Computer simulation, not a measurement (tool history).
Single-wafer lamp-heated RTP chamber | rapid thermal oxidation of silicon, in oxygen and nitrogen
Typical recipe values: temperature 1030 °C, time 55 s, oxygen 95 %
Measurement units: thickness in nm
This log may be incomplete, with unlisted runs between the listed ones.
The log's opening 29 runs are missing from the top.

run	day	temperature	time	oxygen	read-back reference wafer on the same gauge, thickness	thickness
# day 62.071: pyrometer window cleaned and pyrometer calibrated
30	64.092	1050	42	98	7.115	7.257
31	66.821	1030	55	95	7.110	7.041
32	69.500	1030	70	95	7.105	7.859
33	70.979	1030	55	95	7.107	7.057
34	72.958	1030	55	95	7.107	7.059
35	74.529	1042	55	82	7.111	7.298
36	75.650	1011	40	98	7.113	5.429
37	76.946	1044	55	95	7.110	7.791
38	79.838	1038	55	95	7.105	7.520
39	81.375	1014	41	98	7.105	5.623

What if the next run were any one of these 3? Each begins from the tool's condition after run 39:
A	81.396	1030	33	95	?	?
B	81.396	1059	48	87	?	?
C	81.396	1030	71	79	?	?

run	read-back reference wafer on the same gauge, thickness	thickness
A	7.116	5.680
B	7.116	7.904
C	7.116	7.440
The same runs, with their run-to-run variation unchanged, on a tool lacking any hidden condition would have given:
run	thickness
A	5.646
B	7.858
C	7.394
